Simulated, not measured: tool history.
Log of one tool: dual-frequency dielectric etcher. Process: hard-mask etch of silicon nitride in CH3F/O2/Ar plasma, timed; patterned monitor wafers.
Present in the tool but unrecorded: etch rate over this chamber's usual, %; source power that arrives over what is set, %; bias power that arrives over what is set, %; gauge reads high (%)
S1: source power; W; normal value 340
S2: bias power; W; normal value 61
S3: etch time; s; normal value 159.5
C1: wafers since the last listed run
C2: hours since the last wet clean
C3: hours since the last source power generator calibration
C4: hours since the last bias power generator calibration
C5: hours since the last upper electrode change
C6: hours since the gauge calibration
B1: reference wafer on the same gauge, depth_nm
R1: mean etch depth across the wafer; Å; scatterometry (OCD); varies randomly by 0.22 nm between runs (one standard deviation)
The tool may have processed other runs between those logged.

run,hour,S1,S2,S3,C1,C2,C3,C4,C5,C6,B1,R1
1,0.0,340,61,159.5,0,69.8,35.0,305.0,383.8,3284.2,96.3,958
2,44.5,340,61,159.5,283,114.3,79.5,349.5,428.3,3328.7,96.2,960
# hour 115.4: gauge calibrated
3,122.2,340,61,159.5,495,192.0,157.2,427.2,506.0,6.8,96.3,963
4,192.1,340,61,159.5,445,261.9,227.1,497.1,575.9,76.7,96.2,957
5,229.5,340,61,159.5,238,299.3,264.5,534.5,613.3,114.1,96.1,960
6,314.5,340,61,159.5,542,384.3,349.5,619.5,698.3,199.1,96.1,965
7,364.5,410,48,159.5,319,434.3,399.5,669.5,748.3,249.1,96.2,956
8,414.7,270,66,129.5,320,484.5,449.7,719.7,798.5,299.3,96.1,747
9,510.4,340,61,159.5,610,580.2,545.4,815.4,894.2,395.0,96.2,966
# hour 613.0: wet clean of the chamber
10,613.5,340,72,175.0,504,0.5,648.5,918.5,997.3,498.1,96.2,1112
11,643.5,310,61,146.0,191,30.5,678.5,948.5,1027.3,528.1,96.2,856
12,685.3,380,48,184.0,266,72.3,720.3,990.3,1069.1,569.9,96.2,1082
13,771.2,340,70,159.5,548,158.2,806.2,1076.2,1155.0,655.8,96.3,1004
14,871.5,340,61,159.5,639,258.5,906.5,1176.5,1255.3,756.1,96.1,969
15,917.3,320,48,159.5,292,304.3,952.3,1222.3,1301.1,801.9,96.2,888
16,973.5,280,54,159.5,358,360.5,1008.5,1278.5,1357.3,858.1,96.2,877
17,1021.9,340,61,142.0,308,408.9,1056.9,1326.9,1405.7,906.5,96.2,860
18,1125.1,340,61,142.0,658,512.1,1160.1,1430.1,1508.9,1009.7,96.3,863
19,1220.2,340,71,159.5,606,607.2,1255.2,1525.2,1604.0,1104.8,96.2,1014
# hour 1270.9: wet clean of the chamber
20,1315.8,260,70,146.5,456,44.9,1350.8,1620.8,1699.6,1200.4,96.2,856
21,1415.7,340,71,159.5,637,144.8,1450.7,1720.7,1799.5,1300.3,96.2,1012
22,1504.0,280,72,159.5,563,233.1,1539.0,1809.0,1887.8,1388.6,96.3,960
23,1560.6,280,75,119.0,361,289.7,1595.6,1865.6,1944.4,1445.2,96.3,724
24,1655.6,340,61,159.5,606,384.7,1690.6,1960.6,2039.4,1540.2,96.2,964
25,1697.7,340,61,131.5,268,426.8,1732.7,2002.7,2081.5,1582.3,96.2,799
26,1743.6,410,70,196.5,292,472.7,1778.6,2048.6,2127.4,1628.2,96.2,1318
27,1851.6,280,54,159.5,689,580.7,1886.6,2156.6,2235.4,1736.2,96.1,876
# hour 1916.1: wet clean of the chamber
28,1921.5,390,49,193.5,292,5.4,1956.5,2226.5,2305.3,1806.1,96.3,1155
29,1963.1,420,71,117.5,265,47.0,1998.1,2268.1,2346.9,1847.7,96.3,796

For some of the steps in R1 from one run to the next: how much would appear even if the tool had no hidden state, given the settings, what came in and random variation, and how much remains for the hidden state plus any gauge scatter that the measured result and the result without hidden state don't share?
Run 25 -> 26: S1 340 -> 410, S2 61 -> 70, S3 131.5 -> 196.5. R1 +519 Å: hidden state +6, all else +513.
Run 26 -> 27: S1 410 -> 280, S2 70 -> 54, S3 196.5 -> 159.5. R1 -442 Å: hidden state -5, all else -437.
